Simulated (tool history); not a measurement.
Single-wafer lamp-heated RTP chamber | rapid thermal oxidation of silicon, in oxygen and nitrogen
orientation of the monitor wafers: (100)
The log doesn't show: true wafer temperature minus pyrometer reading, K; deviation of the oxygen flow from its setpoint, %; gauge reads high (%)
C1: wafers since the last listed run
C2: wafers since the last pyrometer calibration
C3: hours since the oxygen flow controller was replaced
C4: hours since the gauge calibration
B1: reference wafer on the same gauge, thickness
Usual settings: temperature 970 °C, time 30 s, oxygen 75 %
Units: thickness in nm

{"run": 1, "day": 0.0, "temperature": 970, "time": 30, "oxygen": 96, "C1": 0, "C2": 484, "C3": 5270.2, "C4": 321.9, "B1": 3.358, "thickness": 3.344}
{"run": 2, "day": 2.308, "temperature": 970, "time": 30, "oxygen": 96, "C1": 539, "C2": 1024, "C3": 5325.6, "C4": 377.3, "B1": 3.36, "thickness": 3.343}
{"run": 3, "day": 3.638, "temperature": 970, "time": 30, "oxygen": 96, "C1": 310, "C2": 1335, "C3": 5357.5, "C4": 409.2, "B1": 3.359, "thickness": 3.339}
{"run": 4, "day": 5.433, "temperature": 970, "time": 30, "oxygen": 75, "C1": 419, "C2": 1755, "C3": 5400.6, "C4": 452.3, "B1": 3.361, "thickness": 3.122}
{"run": 5, "day": 7.35, "temperature": 970, "time": 30, "oxygen": 75, "C1": 448, "C2": 2203, "C3": 5446.6, "C4": 498.3, "B1": 3.36, "thickness": 3.123}
{"run": 6, "day": 9.825, "temperature": 970, "time": 30, "oxygen": 75, "C1": 578, "C2": 2781, "C3": 5506, "C4": 557.7, "B1": 3.36, "thickness": 3.14}
{"run": 7, "day": 11.346, "temperature": 970, "time": 30, "oxygen": 75, "C1": 355, "C2": 3137, "C3": 5542.5, "C4": 594.2, "B1": 3.358, "thickness": 3.136}
{"day": 13.688, "done": "pyrometer window cleaned and pyrometer calibrated"}
{"run": 8, "day": 14.142, "temperature": 970, "time": 30, "oxygen": 75, "C1": 575, "C2": 106, "C3": 5609.6, "C4": 661.3, "B1": 3.361, "thickness": 3.123}
{"run": 9, "day": 16.479, "temperature": 970, "time": 30, "oxygen": 75, "C1": 546, "C2": 652, "C3": 5665.7, "C4": 717.4, "B1": 3.36, "thickness": 3.112}
{"run": 10, "day": 17.933, "temperature": 970, "time": 30, "oxygen": 75, "C1": 339, "C2": 992, "C3": 5700.6, "C4": 752.3, "B1": 3.361, "thickness": 3.123}
{"run": 11, "day": 20.817, "temperature": 970, "time": 30, "oxygen": 92, "C1": 674, "C2": 1666, "C3": 5769.8, "C4": 821.5, "B1": 3.36, "thickness": 3.307}
{"run": 12, "day": 23.188, "temperature": 970, "time": 33, "oxygen": 75, "C1": 554, "C2": 2220, "C3": 5826.7, "C4": 878.4, "B1": 3.36, "thickness": 3.227}
{"run": 13, "day": 24.492, "temperature": 970, "time": 33, "oxygen": 75, "C1": 304, "C2": 2525, "C3": 5858, "C4": 909.7, "B1": 3.36, "thickness": 3.237}
{"run": 14, "day": 26.95, "temperature": 970, "time": 30, "oxygen": 68, "C1": 574, "C2": 3100, "C3": 5917, "C4": 968.7, "B1": 3.36, "thickness": 3.061}
{"run": 15, "day": 29.704, "temperature": 970, "time": 27, "oxygen": 75, "C1": 643, "C2": 3744, "C3": 5983.1, "C4": 1034.8, "B1": 3.361, "thickness": 3.034}
{"day": 30.262, "done": "pyrometer window cleaned and pyrometer calibrated"}
{"run": 16, "day": 31.483, "temperature": 970, "time": 30, "oxygen": 75, "C1": 337, "C2": 285, "C3": 6025.8, "C4": 1077.5, "B1": 3.359, "thickness": 3.107}
{"run": 17, "day": 33.862, "temperature": 962, "time": 30, "oxygen": 75, "C1": 556, "C2": 841, "C3": 6082.9, "C4": 1134.6, "B1": 3.36, "thickness": 2.976}
{"run": 18, "day": 35.158, "temperature": 946, "time": 30, "oxygen": 58, "C1": 302, "C2": 1144, "C3": 6114, "C4": 1165.7, "B1": 3.36, "thickness": 2.598}
{"run": 19, "day": 36.592, "temperature": 970, "time": 30, "oxygen": 75, "C1": 335, "C2": 1479, "C3": 6148.4, "C4": 1200.1, "B1": 3.359, "thickness": 3.122}
{"day": 37.654, "done": "oxygen flow controller replaced"}
{"run": 20, "day": 37.754, "temperature": 970, "time": 30, "oxygen": 98, "C1": 193, "C2": 1673, "C3": 2.4, "C4": 1228, "B1": 3.359, "thickness": 3.366}
{"run": 21, "day": 40.325, "temperature": 993, "time": 30, "oxygen": 87, "C1": 600, "C2": 2274, "C3": 64.1, "C4": 1289.7, "B1": 3.359, "thickness": 3.785}
{"run": 22, "day": 42.438, "temperature": 998, "time": 34, "oxygen": 63, "C1": 493, "C2": 2767, "C3": 114.8, "C4": 1340.4, "B1": 3.36, "thickness": 3.714}
{"run": 23, "day": 43.788, "temperature": 954, "time": 30, "oxygen": 67, "C1": 315, "C2": 3083, "C3": 147.2, "C4": 1372.8, "B1": 3.36, "thickness": 2.782}
{"day": 45.592, "done": "pyrometer window cleaned and pyrometer calibrated"}
{"run": 24, "day": 45.612, "temperature": 970, "time": 30, "oxygen": 75, "C1": 348, "C2": 4, "C3": 191, "C4": 1416.6, "B1": 3.36, "thickness": 3.116}
{"run": 25, "day": 47.304, "temperature": 970, "time": 30, "oxygen": 75, "C1": 395, "C2": 400, "C3": 231.6, "C4": 1457.2, "B1": 3.36, "thickness": 3.109}
{"day": 47.325, "done": "gauge calibrated"}
{"run": 26, "day": 50.292, "temperature": 970, "time": 30, "oxygen": 75, "C1": 698, "C2": 1098, "C3": 303.3, "C4": 71.2, "B1": 3.36, "thickness": 3.112}
{"run": 27, "day": 51.871, "temperature": 984, "time": 30, "oxygen": 75, "C1": 369, "C2": 1467, "C3": 341.2, "C4": 109.1, "B1": 3.36, "thickness": 3.407}
{"run": 28, "day": 54.071, "temperature": 982, "time": 39, "oxygen": 75, "C1": 514, "C2": 1982, "C3": 394, "C4": 161.9, "B1": 3.361, "thickness": 3.723}
{"run": 29, "day": 55.558, "temperature": 970, "time": 30, "oxygen": 87, "C1": 347, "C2": 2329, "C3": 429.7, "C4": 197.6, "B1": 3.361, "thickness": 3.257}
{"run": 30, "day": 57.817, "temperature": 959, "time": 37, "oxygen": 46, "C1": 527, "C2": 2857, "C3": 483.9, "C4": 251.8, "B1": 3.361, "thickness": 2.805}
{"run": 31, "day": 59.567, "temperature": 970, "time": 30, "oxygen": 75, "C1": 409, "C2": 3266, "C3": 525.9, "C4": 293.8, "B1": 3.359, "thickness": 3.131}
{"day": 62.488, "done": "pyrometer window cleaned and pyrometer calibrated"}
{"run": 32, "day": 62.525, "temperature": 970, "time": 30, "oxygen": 75, "C1": 613, "C2": 8, "C3": 596.9, "C4": 364.8, "B1": 3.359, "thickness": 3.113}
{"run": 33, "day": 63.696, "temperature": 970, "time": 30, "oxygen": 93, "C1": 273, "C2": 282, "C3": 625, "C4": 392.9, "B1": 3.36, "thickness": 3.303}

Hidden state or all else? Some run-to-run changes of thickness, split into what the settings, what came in and random variation would give without the hidden state, and what is left for the hidden state (with any gauge scatter that isn't in both results):
Run 7 -> 8: pyrometer window cleaned and pyrometer calibrated. thickness -0.013 nm: hidden state -0.02, all else +0.007.
Run 15 -> 16: time 27 -> 30, pyrometer window cleaned and pyrometer calibrated. thickness +0.073 nm: hidden state -0.026, all else +0.099.
Run 18 -> 19: temperature 946 -> 970, oxygen 58 -> 75. thickness +0.524 nm: hidden state +0.003, all else +0.521.
Run 22 -> 23: temperature 998 -> 954, time 34 -> 30, oxygen 63 -> 67. thickness -0.932 nm: hidden state -0.006, all else -0.926.
Run 28 -> 29: temperature 982 -> 970, time 39 -> 30, oxygen 75 -> 87. thickness -0.466 nm: hidden state +0.001, all else -0.467.
Run 31 -> 32: pyrometer window cleaned and pyrometer calibrated. thickness -0.018 nm: hidden state -0.02, all else +0.002.
